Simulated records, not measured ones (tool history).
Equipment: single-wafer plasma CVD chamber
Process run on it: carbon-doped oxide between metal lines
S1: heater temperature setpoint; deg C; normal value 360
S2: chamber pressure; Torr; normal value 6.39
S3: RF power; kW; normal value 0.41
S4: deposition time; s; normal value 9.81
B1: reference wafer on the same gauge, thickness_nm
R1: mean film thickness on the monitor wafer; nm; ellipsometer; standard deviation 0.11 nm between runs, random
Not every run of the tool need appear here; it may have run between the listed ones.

run    hour   S1    S2     S3     S4      B1      R1
  1       0  360  5.86   0.41   9.81  37.161  42.927
  2    77.7  360  5.86   0.41   9.81  37.216  43.008
  3   149.3  360  6.39   0.41   9.81  37.168  43.353
  4   229.5  360  6.39   0.41   9.81  37.203  42.963
  5     294  360  6.39   0.41   9.81  37.221  42.931
  6   365.7  367  6.39   0.41   9.81  37.186   42.26
  7   420.3  367  6.39   0.41   9.81  37.236  42.191
      632.7  -- gauge calibrated
  8   661.4  367  6.39   0.41   9.81  37.181  42.022
        673  -- capacitance manometer re-zeroed and calibrated
  9   757.6  360  5.93   0.41   9.81  37.202  42.358
 10   844.1  360  6.39   0.41   11.3  37.199  48.805
 11   906.2  351  6.97   0.34   7.86  37.242  30.598
      943.7  -- showerhead replaced
 12   997.8  371  5.09   0.41   9.05  37.179  37.224
 13    1097  360  7.24   0.35   9.81  37.175   37.93
     1256.8  -- thermocouple changed; heater temperature recalibrated
     1264.3  -- RF generator calibrated
 14  1410.4  348  6.82   0.41   9.81  37.248  44.955
 15  1496.3  366  5.47   0.47  10.97  37.211  51.715
 16  1585.8  360  6.39   0.41  11.43  37.211   50.32
 17  1673.6  360  6.39  0.485   9.27  37.194   46.13
 18  1732.8  360  6.39   0.41   9.81  37.209  43.251
     1900.6  -- capacitance manometer re-zeroed and calibrated
 19    1933  366  7.61  0.335  10.59   37.21  39.861
 20  2031.6  354  6.39   0.41   8.85  37.176  39.561
 21  2096.1  371  5.09   0.41   9.05  37.247  37.607
 22  2171.1  353  7.95   0.38   8.99  37.194  38.251
 23  2276.7  360  4.96  0.345   9.81  37.252  36.233
 24    2376  360  6.39   0.41   9.81  37.195  42.733
 25  2655.8  360  6.39   0.41   9.81  37.214  42.515
 26  2738.1  360  6.39   0.41   9.81   37.21  42.471
     2747.1  -- thermocouple changed; heater temperature recalibrated
 27  2797.9  360  6.39   0.41   9.81  37.202  42.898
 28  2889.9  347  6.39   0.45  11.03   37.18  53.137

Here are 4 independent what-if runs from the current tool condition. What would each one return?
  A  2890.3  347  6.39  0.41   9.81   ?   ?
  B  2890.3  367  7.87  0.44  11.56   ?   ?
  C  2890.3  360  5.32  0.41   9.81   ?   ?
  D  2890.3  355  6.39  0.41   9.81   ?   ?

run      B1      R1
  A  37.244  44.418
  B  37.244   53.31
  C  37.244   42.04
  D  37.244  43.559
Take away the tool's hidden state, keep each run's random variation, and the runs would have read:
run      R1
  A   45.15
  B  54.199
  C  42.738
  D  44.282
